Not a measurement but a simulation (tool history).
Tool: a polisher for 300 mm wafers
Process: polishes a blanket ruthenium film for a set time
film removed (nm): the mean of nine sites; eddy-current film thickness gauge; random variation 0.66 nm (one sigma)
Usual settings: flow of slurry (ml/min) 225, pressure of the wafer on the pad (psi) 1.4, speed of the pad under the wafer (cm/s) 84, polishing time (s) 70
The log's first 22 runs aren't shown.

run    hour  flow of slurry (ml/min)  pressure of the wafer on the pad (psi)  speed of the pad under the wafer (cm/s)  polishing time (s)  incoming thickness of the incoming film, nm  film removed (nm)
     1350.8  -- slurry nozzle cleaned
 23  1426.3                      225                                     1.4                                       84                  70                                        535.5               60.9
     1473.8  -- head pressure recalibrated
     1506.3  -- worn pad replaced by a new one, of another model than before
 24  1506.8                      225                                     1.7                                       84                  70                                        534.8               68.2
 25  1571.3                      275                                     1.5                                       74                  70                                        546.6               59.4
 26  1636.8                      155                                     1.8                                       70                  70                                        540.9               64.6
 27  1713.7                      225                                     1.8                                       84                  94                                        537.6              101.6
 28  1795.9                      225                                     1.3                                       70                  48                                        545.5               35.2
 29  1841.9                      145                                     1.4                                      106                  54                                        544.7               48.5
 30  1888.5                      225                                     0.9                                       74                  87                                        538.9               45.1
 31  1970.2                      225                                     1.4                                       84                  70                                        540.0               59.9
     2002.4  -- slurry nozzle cleaned
 32  2007.9                      225                                     1.4                                       84                  70                                        532.3               61.9
 33  2101.4                      200                                     1.4                                       84                  70                                        533.9               60.6
 34  2159.8                      225                                     1.6                                       72                  70                                        543.8               66.6
     2169.1  -- worn pad replaced by a new one
 35  2261.0                      225                                     1.4                                       76                  70                                        541.0               59.6
 36  2335.6                      225                                     1.4                                       98                  83                                        535.1               80.5

Forecast each of these 5 alternatives for the next run:
  A  2336.0                      225                                     1.4                                       84                  70                                        542.5                  ?
  B  2336.0                      160                                     1.0                                       58                  56                                        542.5                  ?
  C  2336.0                      270                                     1.4                                       84                  70                                        542.5                  ?
  D  2336.0                      185                                     1.1                                       84                  70                                        542.5                  ?
  E  2336.0                      225                                     1.4                                       66                  70                                        542.5                  ?

run  film removed (nm)
  A               61.6
  B               27.8
  C               63.1
  D               46.8
  E               55.0
Without the tool's hidden state the same runs would have given:
run  film removed (nm)
  A               54.6
  B               24.6
  C               55.9
  D               41.4
  E               48.7
